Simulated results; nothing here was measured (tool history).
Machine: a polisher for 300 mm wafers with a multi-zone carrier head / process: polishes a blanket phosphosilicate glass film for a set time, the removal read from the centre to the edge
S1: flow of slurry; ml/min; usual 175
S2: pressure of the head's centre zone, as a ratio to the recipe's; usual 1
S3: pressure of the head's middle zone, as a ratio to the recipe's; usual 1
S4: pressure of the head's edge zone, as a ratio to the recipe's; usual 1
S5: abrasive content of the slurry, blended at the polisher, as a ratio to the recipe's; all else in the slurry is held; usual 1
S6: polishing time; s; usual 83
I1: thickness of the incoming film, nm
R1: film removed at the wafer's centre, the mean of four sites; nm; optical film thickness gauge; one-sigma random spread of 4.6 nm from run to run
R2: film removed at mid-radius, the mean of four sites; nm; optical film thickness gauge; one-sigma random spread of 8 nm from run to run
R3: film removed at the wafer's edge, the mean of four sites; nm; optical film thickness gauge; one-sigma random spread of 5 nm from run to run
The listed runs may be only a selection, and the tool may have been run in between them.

| run | hour | S1 | S2 | S3 | S4 | S5 | S6 | I1 | R1 | R2 | R3 |
|---|---|---|---|---|---|---|---|---|---|---|---|
| 1 | 0 | 175 | 1 | 1 | 1 | 1 | 83 | 3628.1 | 633.2 | 616.7 | 630.7 |
| 2 | 77.3 | 175 | 1 | 1 | 1 | 1 | 83 | 3683.4 | 614.4 | 600.7 | 612.3 |
| 3 | 104.3 | 175 | 1 | 1 | 1 | 1 | 83 | 3605.7 | 613.9 | 591.5 | 601 |
|  | 117.9 | slurry nozzle cleaned |
| 4 | 146.2 | 175 | 1 | 1 | 1 | 0.8 | 83 | 3584.4 | 491.2 | 480.8 | 482.7 |
|  | 151.5 | worn pad replaced by a new one |
| 5 | 295.4 | 175 | 1 | 1 | 1 | 1 | 83 | 3615.8 | 604.8 | 591.8 | 597 |
|  | 310.3 | worn pad replaced by a new one |
|  | 318.9 | centre zone pressure recalibrated |
| 6 | 329.3 | 175 | 1 | 1 | 1 | 1 | 83 | 3642.7 | 636 | 615.8 | 624.2 |
| 7 | 369.4 | 175 | 0.94 | 1 | 1 | 1 | 83 | 3630.5 | 583.8 | 609.8 | 618.7 |
| 8 | 433.6 | 175 | 1 | 1 | 1.08 | 1 | 83 | 3619.1 | 615.2 | 596.2 | 638.7 |
|  | 460.1 | edge zone pressure recalibrated |
|  | 464 | worn pad replaced by a new one |
|  | 464.2 | slurry nozzle cleaned |
| 9 | 478.2 | 175 | 1 | 1 | 1 | 1 | 83 | 3670.2 | 636.2 | 619.2 | 632.4 |
|  | 513.6 | carrier head's membrane replaced by a new one |
| 10 | 527.4 | 220 | 1 | 1 | 1 | 1 | 83 | 3690.1 | 650 | 639.9 | 629.9 |
| 11 | 568.9 | 175 | 1 | 1 | 1 | 1 | 83 | 3608.3 | 609.1 | 601.1 | 611.7 |
|  | 614.1 | worn pad replaced by a new one |
| 12 | 619.6 | 175 | 1.07 | 1 | 1 | 0.85 | 83 | 3608.2 | 585.8 | 547.5 | 551.3 |
| 13 | 678.6 | 125 | 1 | 1 | 0.97 | 1 | 83 | 3627.3 | 578.1 | 571.9 | 586.9 |
| 14 | 704.6 | 115 | 1 | 1 | 1 | 1.25 | 83 | 3661.9 | 644.6 | 653 | 663.9 |
|  | 739.4 | worn pad replaced by a new one |
| 15 | 739.9 | 175 | 1.04 | 1.09 | 1 | 1.1 | 104 | 3693.5 | 888.6 | 908.3 | 847.7 |

Here are 5 independent what-if runs from the current tool condition. What would each one return?
| A | 740.3 | 175 | 1 | 1 | 1 | 1 | 83 | 3644.1 | ? | ? | ? |
| B | 740.3 | 200 | 1 | 1 | 1 | 1.2 | 83 | 3644.1 | ? | ? | ? |
| C | 740.3 | 175 | 1 | 1 | 1.06 | 1.1 | 83 | 3644.1 | ? | ? | ? |
| D | 740.3 | 175 | 1 | 1 | 1 | 0.9 | 55 | 3644.1 | ? | ? | ? |
| E | 740.3 | 175 | 0.96 | 1 | 1 | 1 | 106 | 3644.1 | ? | ? | ? |

| run | R1 | R2 | R3 |
|---|---|---|---|
| A | 633.2 | 637.6 | 627 |
| B | 732.1 | 735.5 | 719.4 |
| C | 678 | 682.7 | 690.8 |
| D | 383.8 | 386.5 | 380.1 |
| E | 776 | 814.5 | 800.8 |
The same runs, with their run-to-run variation unchanged, on a tool lacking any hidden condition would have given:
| run | R1 | R2 | R3 |
|---|---|---|---|
| A | 633.5 | 637.9 | 627.3 |
| B | 732.4 | 735.8 | 719.8 |
| C | 678.3 | 683 | 691.1 |
| D | 384 | 386.7 | 380.3 |
| E | 776.4 | 814.9 | 801.2 |
